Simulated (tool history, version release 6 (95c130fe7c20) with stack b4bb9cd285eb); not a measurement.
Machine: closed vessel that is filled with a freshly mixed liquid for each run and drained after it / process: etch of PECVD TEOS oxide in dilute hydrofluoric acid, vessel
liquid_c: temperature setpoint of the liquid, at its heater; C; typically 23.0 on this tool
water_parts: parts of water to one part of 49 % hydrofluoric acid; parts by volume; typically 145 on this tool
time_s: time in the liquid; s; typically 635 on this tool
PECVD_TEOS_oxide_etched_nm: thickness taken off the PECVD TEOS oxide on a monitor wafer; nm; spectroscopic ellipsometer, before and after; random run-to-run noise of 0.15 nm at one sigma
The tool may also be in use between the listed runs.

run	hour	liquid_c	water_parts	time_s	wafers since the last listed run	hours since the thermometer was replaced	hours since the hydrofluoric acid flow meter was replaced	hours since the gauge calibration	read-back film thickness of the PECVD TEOS oxide reference wafer, read on the same gauge (nm)	PECVD_TEOS_oxide_etched_nm
1	0.0	23.0	145	635	0	741.3	757.6	1242.7	60.00	35.71
2	50.0	23.0	145	635	2379	791.3	807.6	1292.7	60.01	35.91
3	80.2	23.0	95	635	1437	821.5	837.8	1322.9	60.00	57.81
4	113.1	23.0	95	635	1565	854.4	870.7	1355.8	60.03	57.66
5	160.9	23.0	95	635	2275	902.2	918.5	1403.6	59.99	58.13
6	205.2	23.0	145	635	2108	946.5	962.8	1447.9	60.00	35.48
7	271.8	23.0	145	635	3169	1013.1	1029.4	1514.5	60.00	35.65
8	318.8	27.0	145	390	2236	1060.1	1076.4	1561.5	59.98	25.53
9	379.2	23.0	145	635	2874	1120.5	1136.8	1621.9	60.00	35.94
10	438.0	23.0	145	635	2798	1179.3	1195.6	1680.7	60.00	35.59
# hour 456.8: thermometer replaced
# hour 494.1: gauge calibrated
11	500.8	23.0	145	635	2941	44.0	1258.4	6.7	59.95	35.77
12	545.7	23.0	145	635	2136	88.9	1303.3	51.6	60.01	35.81
13	593.6	23.0	145	635	2279	136.8	1351.2	99.5	60.03	35.98
14	626.5	23.0	145	760	1565	169.7	1384.1	132.4	60.04	42.61
15	682.4	23.0	145	635	2660	225.6	1440.0	188.3	59.98	35.59
# hour 748.6: hydrofluoric acid flow meter replaced
16	750.6	20.5	175	635	3198	293.8	2.0	256.5	60.01	25.92
17	808.4	21.5	145	635	2750	351.6	59.8	314.3	60.01	33.56
18	848.7	21.5	165	635	1918	391.9	100.1	354.6	59.98	29.06
19	877.8	20.0	170	795	1384	421.0	129.2	383.7	59.97	32.94
20	936.3	23.0	145	635	2784	479.5	187.7	442.2	59.99	35.70
21	996.3	23.0	145	635	2855	539.5	247.7	502.2	59.96	35.71
22	1060.0	20.0	200	940	3031	603.2	311.4	565.9	60.03	32.06
23	1110.7	23.0	145	635	2413	653.9	362.1	616.6	59.99	35.69
24	1140.9	26.0	80	635	1437	684.1	392.3	646.8	60.03	79.12
25	1168.2	23.0	145	635	1299	711.4	419.6	674.1	60.03	35.60
26	1203.6	18.5	145	635	1684	746.8	455.0	709.5	60.03	29.91
27	1255.6	27.5	145	635	2474	798.8	507.0	761.5	60.01	42.37
28	1304.3	21.5	120	635	2317	847.5	555.7	810.2	60.02	41.58
29	1355.3	21.0	205	330	2427	898.5	606.7	861.2	60.01	11.45
30	1381.8	23.0	145	635	1261	925.0	633.2	887.7	60.02	35.70
31	1449.3	23.0	145	635	3212	992.5	700.7	955.2	60.00	35.82
32	1495.6	26.5	110	635	2203	1038.8	747.0	1001.5	59.99	56.30
33	1539.6	20.5	190	920	2094	1082.8	791.0	1045.5	59.96	34.45

Branching from run 33: 4 alternative next runs. What would each branch give?
A	1540.4	23.0	145	635	38	1083.6	791.8	1046.3	?	?
B	1540.4	23.0	190	405	38	1083.6	791.8	1046.3	?	?
C	1540.4	23.0	145	1010	38	1083.6	791.8	1046.3	?	?
D	1540.4	23.0	145	335	38	1083.6	791.8	1046.3	?	?

run	read-back film thickness of the PECVD TEOS oxide reference wafer, read on the same gauge (nm)	PECVD_TEOS_oxide_etched_nm
A	60.01	35.87
B	60.01	16.62
C	60.01	57.05
D	60.01	18.92
The same runs, with their run-to-run variation unchanged, on a tool lacking any hidden condition would have given:
run	PECVD_TEOS_oxide_etched_nm
A	35.87
B	16.62
C	57.05
D	18.92
